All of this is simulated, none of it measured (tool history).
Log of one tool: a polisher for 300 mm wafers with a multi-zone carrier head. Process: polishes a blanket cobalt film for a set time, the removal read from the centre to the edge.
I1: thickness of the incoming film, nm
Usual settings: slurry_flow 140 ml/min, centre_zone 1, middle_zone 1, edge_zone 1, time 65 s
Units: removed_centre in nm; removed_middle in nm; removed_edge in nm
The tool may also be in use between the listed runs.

Run 1, day 0: usual settings; I1 1309.7. Result: removed_centre 281.7 nm, removed_middle 283.7 nm, removed_edge 276.9 nm.
Run 2, day 1.412: usual settings; I1 1315.8. Result: removed_centre 277.9 nm, removed_middle 277.2 nm, removed_edge 262.8 nm.
At day 3.117: worn pad replaced by a new one.
Run 3, day 4.083: usual settings; I1 1334.7. Result: removed_centre 283.6 nm, removed_middle 280.6 nm, removed_edge 271.3 nm.
Run 4, day 5.346: usual settings; I1 1334.3. Result: removed_centre 277.2 nm, removed_middle 273.4 nm, removed_edge 260.5 nm.
At day 6.467: carrier head's membrane replaced by a new one.
At day 6.746: worn pad replaced by a new one.
At day 7.45: edge zone pressure recalibrated.
At day 7.783: slurry nozzle cleaned.
Run 5, day 8.612: usual settings; I1 1327.5. Result: removed_centre 268.1 nm, removed_middle 263.6 nm, removed_edge 258.1 nm.
At day 8.842: centre zone pressure recalibrated.
Run 6, day 9.55: usual settings; I1 1332.2. Result: removed_centre 266.1 nm, removed_middle 264.1 nm, removed_edge 257.9 nm.
At day 11.154: worn pad replaced by a new one.
Run 7, day 11.725: usual settings; I1 1322.3. Result: removed_centre 293.1 nm, removed_middle 287.9 nm, removed_edge 284.2 nm.
Run 8, day 12.617: usual settings; I1 1296.6. Result: removed_centre 270.8 nm, removed_middle 281 nm, removed_edge 271.1 nm.
Run 9, day 13.75: usual settings; I1 1326.6. Result: removed_centre 275.5 nm, removed_middle 273.6 nm, removed_edge 258.1 nm.
Run 10, day 14.3: usual settings but time 42 s; I1 1332.2. Result: removed_centre 174.3 nm, removed_middle 176.5 nm, removed_edge 167.6 nm.
Run 11, day 14.821: usual settings; I1 1299.1. Result: removed_centre 266.2 nm, removed_middle 276.5 nm, removed_edge 266.4 nm.
Run 12, day 15.546: usual settings; I1 1335.7. Result: removed_centre 265.2 nm, removed_middle 269.3 nm, removed_edge 256.6 nm.
At day 15.958: worn pad replaced by a new one.
Run 13, day 16.525: usual settings but slurry_flow 125 ml/min, centre_zone 0.94, middle_zone 0.94, time 45 s; I1 1329.1. Result: removed_centre 183.2 nm, removed_middle 182.2 nm, removed_edge 187.1 nm.
Run 14, day 17.175: usual settings but middle_zone 0.92; I1 1329.6. Result: removed_centre 273 nm, removed_middle 258.6 nm, removed_edge 269 nm.
Run 15, day 17.75: usual settings but slurry_flow 115 ml/min, edge_zone 1.06, time 47 s; I1 1334. Result: removed_centre 193.2 nm, removed_middle 192 nm, removed_edge 193.5 nm.
Run 16, day 19.05: usual settings but slurry_flow 165 ml/min; I1 1299.4. Result: removed_centre 277.3 nm, removed_middle 278.8 nm, removed_edge 261.4 nm.
Run 17, day 20.417: usual settings but slurry_flow 175 ml/min, middle_zone 0.92; I1 1303.8. Result: removed_centre 277 nm, removed_middle 260.6 nm, removed_edge 261.6 nm.
At day 20.704: worn pad replaced by a new one.
Run 18, day 20.992: usual settings; I1 1296.4. Result: removed_centre 298.2 nm, removed_middle 301.5 nm, removed_edge 276.8 nm.

The same runs without the tool's hidden state, with the same run-to-run variation:
The hidden state here: removal rate lost through wear of the pad, %; slurry flow missing at the pad, %; deviation of the centre zone's pressure from its setpoint, %; deviation of the edge zone's pressure from its setpoint, %.
run  removed_centre  removed_middle  removed_edge
  1           296.5           298.6         291.4
  2             306           305.2         289.3
  3           301.3           298.1         288.3
  4           304.6           300.4         286.3
  5           296.9           291.9         285.8
  6           299.2             297           290
  7           304.2           298.7         294.9
  8             291           301.9         291.3
  9           302.8           300.6         283.6
 10           192.7           195.1         185.2
 11           295.3           306.8         295.6
 12           295.3           299.8         285.7
 13           191.3           190.3         195.4
 14             293           277.6         288.8
 15           210.8           209.5         211.1
 16           308.5           310.2         290.9
 17           310.7           292.3         293.4
 18           306.5             310         284.5
